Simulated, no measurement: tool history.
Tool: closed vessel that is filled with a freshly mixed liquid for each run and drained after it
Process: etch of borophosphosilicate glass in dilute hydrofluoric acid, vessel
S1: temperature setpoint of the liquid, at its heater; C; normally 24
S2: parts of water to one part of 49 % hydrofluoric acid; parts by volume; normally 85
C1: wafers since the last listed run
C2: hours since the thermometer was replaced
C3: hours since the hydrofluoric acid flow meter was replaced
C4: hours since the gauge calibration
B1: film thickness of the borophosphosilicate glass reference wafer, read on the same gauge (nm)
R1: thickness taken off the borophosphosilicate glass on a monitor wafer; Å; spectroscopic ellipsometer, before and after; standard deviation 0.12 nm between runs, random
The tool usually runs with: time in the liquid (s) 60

Run 1, hour 0.0: usual settings; C1 0; C2 1182.2; C3 1676.1; C4 122.2; B1 109.95. Result: R1 242.9 Å.
Run 2, hour 10.3: usual settings; C1 1292; C2 1192.5; C3 1686.4; C4 132.5; B1 110.01. Result: R1 243.7 Å.
Run 3, hour 27.7: usual settings; C1 2183; C2 1209.9; C3 1703.8; C4 149.9; B1 110.00. Result: R1 242.9 Å.
Run 4, hour 34.7: usual settings; C1 878; C2 1216.9; C3 1710.8; C4 156.9; B1 109.98. Result: R1 242.1 Å.
Run 5, hour 51.8: usual settings; C1 2145; C2 1234.0; C3 1727.9; C4 174.0; B1 110.04. Result: R1 240.1 Å.
Run 6, hour 61.4: usual settings; C1 1204; C2 1243.6; C3 1737.5; C4 183.6; B1 109.98. Result: R1 242.6 Å.
Run 7, hour 72.5: usual settings; C1 1392; C2 1254.7; C3 1748.6; C4 194.7; B1 109.98. Result: R1 243.1 Å.
Run 8, hour 100.0: usual settings; C1 3450; C2 1282.2; C3 1776.1; C4 222.2; B1 109.99. Result: R1 242.6 Å.
At hour 113.0: hydrofluoric acid flow meter replaced.
Run 9, hour 117.7: usual settings; C1 2095; C2 1299.9; C3 4.7; C4 239.9; B1 110.03. Result: R1 283.0 Å.
At hour 123.4: gauge calibrated.
Run 10, hour 129.5: usual settings; C1 1480; C2 1311.7; C3 16.5; C4 6.1; B1 109.98. Result: R1 282.5 Å.
Run 11, hour 142.0: usual settings but S1 27 C, time in the liquid (s) 30; C1 1568; C2 1324.2; C3 29.0; C4 18.6; B1 110.02. Result: R1 159.1 Å.

Predict the results of run 12:
Run 12, hour 154.2: usual settings; C1 1530; C2 1336.4; C3 41.2; C4 30.8; B1 ?. Result: R1 ?.

Run 12 came out at B1 109.97, R1 278.6 Å.
If the tool had no hidden condition, the same run with the same run-to-run variation would have returned R1 282.5 Å.
